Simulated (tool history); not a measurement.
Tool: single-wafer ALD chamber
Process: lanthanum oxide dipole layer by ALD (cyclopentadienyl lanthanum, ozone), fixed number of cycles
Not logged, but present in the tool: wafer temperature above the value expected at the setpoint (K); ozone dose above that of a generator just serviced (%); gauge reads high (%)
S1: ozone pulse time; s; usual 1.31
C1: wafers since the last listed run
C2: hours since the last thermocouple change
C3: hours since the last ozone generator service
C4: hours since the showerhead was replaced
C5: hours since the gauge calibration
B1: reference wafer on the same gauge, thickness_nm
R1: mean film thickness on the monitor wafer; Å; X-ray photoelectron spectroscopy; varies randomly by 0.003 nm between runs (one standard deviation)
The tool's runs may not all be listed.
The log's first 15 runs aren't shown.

run,hour,S1,C1,C2,C3,C4,C5,B1,R1
16,684.9,1.79,810,542.9,85.7,2530.0,411.6,0.657,6.07
17,746.2,1.10,784,604.2,147.0,2591.3,472.9,0.656,5.46
18,779.0,1.31,419,637.0,179.8,2624.1,505.7,0.656,5.61
19,833.8,0.94,701,691.8,234.6,2678.9,560.5,0.658,5.08
20,901.4,0.85,865,759.4,302.2,2746.5,628.1,0.658,4.81
21,956.3,1.81,702,814.3,357.1,2801.4,683.0,0.657,5.96
22,1003.3,0.89,601,861.3,404.1,2848.4,730.0,0.657,4.85
23,1058.6,1.10,707,916.6,459.4,2903.7,785.3,0.655,5.25
24,1109.5,1.55,651,967.5,510.3,2954.6,836.2,0.657,5.75
# hour 1137.0: showerhead replaced
25,1154.8,0.90,477,1012.8,555.6,17.8,881.5,0.658,4.83
26,1206.7,1.48,664,1064.7,607.5,69.7,933.4,0.657,5.70
27,1241.3,1.76,442,1099.3,642.1,104.3,968.0,0.657,5.94
28,1312.1,1.65,906,1170.1,712.9,175.1,1038.8,0.656,5.80
29,1362.6,1.59,646,1220.6,763.4,225.6,1089.3,0.656,5.74
30,1418.6,1.74,716,1276.6,819.4,281.6,1145.3,0.656,5.82
# hour 1443.2: ozone generator serviced
31,1486.9,1.15,771,1344.9,43.7,349.9,1213.6,0.656,5.49
32,1516.1,1.31,373,1374.1,72.9,379.1,1242.8,0.658,5.67
33,1574.3,1.31,745,1432.3,131.1,437.3,1301.0,0.657,5.60
34,1643.2,1.31,882,1501.2,200.0,506.2,1369.9,0.657,5.58

Below are 4 alternative next runs, each starting from the tool's condition after run 34. Predict each:
A,1643.6,1.31,5,1501.6,200.4,506.6,1370.3,?,?
B,1643.6,1.58,5,1501.6,200.4,506.6,1370.3,?,?
C,1643.6,1.83,5,1501.6,200.4,506.6,1370.3,?,?
D,1643.6,0.82,5,1501.6,200.4,506.6,1370.3,?,?

run,B1,R1
A,0.657,5.61
B,0.657,5.85
C,0.657,5.99
D,0.657,4.71
Without the tool's hidden state the same runs would have given:
run,R1
A,5.79
B,5.98
C,6.09
D,5.00

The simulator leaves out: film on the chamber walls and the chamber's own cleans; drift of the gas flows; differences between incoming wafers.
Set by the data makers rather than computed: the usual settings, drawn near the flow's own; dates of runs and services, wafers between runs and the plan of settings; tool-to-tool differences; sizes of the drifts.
